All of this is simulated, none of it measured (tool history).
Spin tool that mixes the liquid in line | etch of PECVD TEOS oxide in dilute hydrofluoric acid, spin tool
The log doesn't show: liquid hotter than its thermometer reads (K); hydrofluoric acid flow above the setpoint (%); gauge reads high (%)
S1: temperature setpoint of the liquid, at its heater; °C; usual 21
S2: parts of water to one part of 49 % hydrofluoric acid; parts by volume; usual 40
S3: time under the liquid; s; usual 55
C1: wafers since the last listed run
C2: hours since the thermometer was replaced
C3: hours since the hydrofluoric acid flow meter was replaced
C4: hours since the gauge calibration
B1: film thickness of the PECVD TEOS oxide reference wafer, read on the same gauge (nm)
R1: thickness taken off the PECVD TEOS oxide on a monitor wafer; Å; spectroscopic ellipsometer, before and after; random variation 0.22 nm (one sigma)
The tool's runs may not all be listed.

Run 1, hour 0: usual settings but S2 35 parts by volume; C1 0; C2 163.8; C3 368.7; C4 1277.2; B1 79.98. Result: R1 258.1 Å.
Run 2, hour 257.6: usual settings; C1 2957; C2 421.4; C3 626.3; C4 1534.8; B1 80. Result: R1 230.9 Å.
Run 3, hour 361.2: usual settings; C1 1189; C2 525; C3 729.9; C4 1638.4; B1 79.97. Result: R1 228.6 Å.
Run 4, hour 410.8: usual settings but S3 80 s; C1 569; C2 574.6; C3 779.5; C4 1688; B1 80.01. Result: R1 336.2 Å.
At hour 428.3: hydrofluoric acid flow meter replaced.
Run 5, hour 447.8: usual settings; C1 413; C2 611.6; C3 19.5; C4 1725; B1 80.01. Result: R1 232.1 Å.
At hour 449.8: thermometer replaced.
Run 6, hour 509.8: usual settings; C1 700; C2 60; C3 81.5; C4 1787; B1 80.01. Result: R1 219.8 Å.
Run 7, hour 556.7: usual settings; C1 538; C2 106.9; C3 128.4; C4 1833.9; B1 79.97. Result: R1 222 Å.
Run 8, hour 634.5: usual settings; C1 893; C2 184.7; C3 206.2; C4 1911.7; B1 80.01. Result: R1 221.4 Å.
Run 9, hour 690.9: usual settings but S2 30 parts by volume; C1 647; C2 241.1; C3 262.6; C4 1968.1; B1 80. Result: R1 307.8 Å.
Run 10, hour 985.6: usual settings but S2 30 parts by volume; C1 3383; C2 535.8; C3 557.3; C4 2262.8; B1 80. Result: R1 314 Å.
Run 11, hour 1078.9: usual settings but S2 30 parts by volume; C1 1071; C2 629.1; C3 650.6; C4 2356.1; B1 80.01. Result: R1 318.5 Å.
At hour 1087.5: thermometer replaced.
At hour 1145.3: gauge calibrated.
Run 12, hour 1184.5: usual settings but S1 24 °C; C1 1201; C2 97; C3 756.2; C4 39.2; B1 80. Result: R1 251.5 Å.
At hour 1229.9: hydrofluoric acid flow meter replaced.
Run 13, hour 1258.1: usual settings but S1 24 °C; C1 833; C2 170.6; C3 28.2; C4 112.8; B1 80.01. Result: R1 257.5 Å.
Run 14, hour 1306.9: usual settings; C1 560; C2 219.4; C3 77; C4 161.6; B1 79.95. Result: R1 223.6 Å.
Run 15, hour 1366.1: usual settings; C1 679; C2 278.6; C3 136.2; C4 220.8; B1 79.99. Result: R1 228.8 Å.
Run 16, hour 1460.4: usual settings but S1 18 °C, S2 35 parts by volume; C1 1082; C2 372.9; C3 230.5; C4 315.1; B1 79.99. Result: R1 232.5 Å.
Run 17, hour 1564.5: usual settings; C1 1195; C2 477; C3 334.6; C4 419.2; B1 80. Result: R1 233.2 Å.
At hour 1611.3: thermometer replaced.
Run 18, hour 1623.8: usual settings but S3 70 s; C1 669; C2 12.5; C3 393.9; C4 478.5; B1 80.03. Result: R1 273.4 Å.
Run 19, hour 1682.6: usual settings but S2 30 parts by volume, S3 20 s; C1 675; C2 71.3; C3 452.7; C4 537.3; B1 80. Result: R1 107.5 Å.
Run 20, hour 1736.3: usual settings but S2 60 parts by volume; C1 616; C2 125; C3 506.4; C4 591; B1 79.95. Result: R1 145.9 Å.
Run 21, hour 1797.7: usual settings but S1 17 °C, S3 20 s; C1 705; C2 186.4; C3 567.8; C4 652.4; B1 80.02. Result: R1 68.1 Å.
Run 22, hour 1903.4: usual settings but S1 22.5 °C, S2 20 parts by volume, S3 40 s; C1 1213; C2 292.1; C3 673.5; C4 758.1; B1 80. Result: R1 357.6 Å.
At hour 1948.9: hydrofluoric acid flow meter replaced.
Run 23, hour 1989.2: usual settings but S1 23.5 °C, S3 35 s; C1 973; C2 377.9; C3 40.3; C4 843.9; B1 80. Result: R1 165.2 Å.
Run 24, hour 2053.3: usual settings but S1 19 °C; C1 736; C2 442; C3 104.4; C4 908; B1 80.03. Result: R1 208.2 Å.
Run 25, hour 2125.4: usual settings but S1 18 °C, S2 35 parts by volume, S3 65 s; C1 827; C2 514.1; C3 176.5; C4 980.1; B1 79.98. Result: R1 278.8 Å.
At hour 2163: thermometer replaced.
Run 26, hour 2232.6: usual settings but S1 18 °C, S2 35 parts by volume, S3 65 s; C1 1219; C2 69.6; C3 283.7; C4 1087.3; B1 79.97. Result: R1 264 Å.
Run 27, hour 2297.1: usual settings but S1 17 °C, S2 55 parts by volume, S3 25 s; C1 740; C2 134.1; C3 348.2; C4 1151.8; B1 80. Result: R1 61 Å.
Run 28, hour 2346: usual settings but S1 17 °C, S2 25 parts by volume, S3 65 s; C1 561; C2 183; C3 397.1; C4 1200.7; B1 79.98. Result: R1 364.5 Å.
Run 29, hour 2438.9: usual settings but S1 25.5 °C, S2 20 parts by volume; C1 1066; C2 275.9; C3 490; C4 1293.6; B1 79.98. Result: R1 565.8 Å.
Run 30, hour 2535.3: usual settings; C1 1106; C2 372.3; C3 586.4; C4 1390; B1 80.03. Result: R1 228.8 Å.
Run 31, hour 2609.3: usual settings; C1 849; C2 446.3; C3 660.4; C4 1464; B1 79.98. Result: R1 228.2 Å.
At hour 2652.1: hydrofluoric acid flow meter replaced.
Run 32, hour 2691.1: usual settings; C1 927; C2 528.1; C3 39; C4 1545.8; B1 79.99. Result: R1 236.5 Å.
Run 33, hour 2745.9: usual settings; C1 629; C2 582.9; C3 93.8; C4 1600.6; B1 79.99. Result: R1 230.9 Å.

Some steps in R1 between neighbouring runs. How much of each would the tool show without its hidden state too (settings, what came in, random variation), and how much is left for the hidden state, with any gauge scatter that isn't in both results?
Run 5 -> 6: thermometer replaced. R1 -12.3 Å: hidden state -12.8, all else +0.5.
Run 11 -> 12: S1 21 -> 24, S2 30 -> 40, thermometer replaced, gauge calibrated. R1 -67 Å: hidden state -18.2, all else -48.8.
Run 21 -> 22: S1 17 -> 22.5, S2 40 -> 20, S3 20 -> 40. R1 +289.5 Å: hidden state +11.5, all else +278.
Run 25 -> 26: thermometer replaced. R1 -14.8 Å: hidden state -13.2, all else -1.6.
Run 27 -> 28: S2 55 -> 25, S3 25 -> 65. R1 +303.5 Å: hidden state +8.6, all else +294.9.
Run 29 -> 30: S1 25.5 -> 21, S2 20 -> 40. R1 -337 Å: hidden state -9.6, all else -327.4.
